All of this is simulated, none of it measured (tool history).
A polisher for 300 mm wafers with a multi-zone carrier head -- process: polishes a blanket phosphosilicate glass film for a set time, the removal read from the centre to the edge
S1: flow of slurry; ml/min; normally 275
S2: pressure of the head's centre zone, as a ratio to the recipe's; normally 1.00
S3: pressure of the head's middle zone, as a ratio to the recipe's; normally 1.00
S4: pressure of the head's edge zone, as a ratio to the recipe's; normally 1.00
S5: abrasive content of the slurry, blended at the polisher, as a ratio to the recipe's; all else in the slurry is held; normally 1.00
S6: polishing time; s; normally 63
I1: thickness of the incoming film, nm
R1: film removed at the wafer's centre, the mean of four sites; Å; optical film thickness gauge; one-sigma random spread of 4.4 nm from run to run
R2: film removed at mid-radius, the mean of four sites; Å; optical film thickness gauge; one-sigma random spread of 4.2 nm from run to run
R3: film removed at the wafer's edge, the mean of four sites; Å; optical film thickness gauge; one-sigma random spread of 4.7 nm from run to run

| run | hour | S1 | S2 | S3 | S4 | S5 | S6 | I1 | R1 | R2 | R3 |
|---|---|---|---|---|---|---|---|---|---|---|---|
| 1 | 0.0 | 235 | 1.00 | 1.00 | 1.04 | 1.00 | 63 | 2774.5 | 5813 | 5448 | 5490 |
|  | 9.9 | slurry nozzle cleaned |
| 2 | 76.3 | 180 | 0.95 | 0.96 | 1.00 | 1.15 | 63 | 2810.5 | 5471 | 5274 | 5461 |
| 3 | 372.9 | 275 | 1.00 | 1.00 | 1.00 | 1.00 | 63 | 2766.2 | 6043 | 5600 | 5448 |
| 4 | 414.6 | 275 | 1.00 | 1.00 | 1.00 | 1.00 | 63 | 2782.4 | 6030 | 5601 | 5506 |
| 5 | 455.5 | 275 | 1.08 | 1.00 | 1.00 | 1.00 | 63 | 2756.7 | 6540 | 5621 | 5504 |
| 6 | 541.0 | 275 | 1.00 | 1.00 | 1.00 | 0.80 | 63 | 2758.6 | 5774 | 5250 | 5195 |
|  | 549.7 | centre zone pressure recalibrated |
| 7 | 607.1 | 275 | 1.00 | 1.00 | 0.97 | 1.25 | 63 | 2753.8 | 5942 | 5922 | 5852 |
|  | 615.4 | carrier head's membrane replaced by a new one |
|  | 675.9 | edge zone pressure recalibrated |
| 8 | 765.0 | 235 | 1.00 | 1.00 | 1.00 | 1.00 | 63 | 2768.1 | 5661 | 5512 | 5386 |
| 9 | 824.3 | 275 | 0.90 | 1.00 | 0.94 | 0.75 | 56 | 2776.4 | 4327 | 4595 | 4409 |
|  | 830.2 | worn pad replaced by a new one |
| 10 | 863.3 | 340 | 1.00 | 1.00 | 1.04 | 1.15 | 50 | 2747.4 | 4907 | 4701 | 4689 |
|  | 877.0 | slurry nozzle cleaned |
| 11 | 931.1 | 275 | 1.00 | 1.00 | 1.00 | 1.00 | 63 | 2784.9 | 5848 | 5583 | 5519 |
| 12 | 1016.8 | 275 | 0.91 | 0.89 | 0.89 | 1.00 | 63 | 2777.6 | 5405 | 5069 | 5262 |
| 13 | 1089.6 | 275 | 1.00 | 0.90 | 1.00 | 0.75 | 63 | 2771.5 | 5423 | 4736 | 5040 |
| 14 | 1185.3 | 275 | 1.00 | 1.00 | 1.00 | 1.00 | 53 | 2814.3 | 4981 | 4696 | 4654 |
| 15 | 1264.5 | 275 | 1.00 | 1.00 | 1.00 | 1.00 | 83 | 2721.0 | 7826 | 7379 | 7188 |

Estimate the outcome of run 16 from the log above:
|  | 1349.3 | carrier head's membrane replaced by a new one |
| 16 | 1358.4 | 275 | 1.05 | 1.00 | 1.00 | 1.00 | 63 | 2745.7 | ? | ? | ? |

R1: 6345 Å
R2: 5596 Å
R3: 5429 Å
With no hidden state in the tool, this same run would have given R1 5833 Å, R2 5598 Å, R3 5429 Å.

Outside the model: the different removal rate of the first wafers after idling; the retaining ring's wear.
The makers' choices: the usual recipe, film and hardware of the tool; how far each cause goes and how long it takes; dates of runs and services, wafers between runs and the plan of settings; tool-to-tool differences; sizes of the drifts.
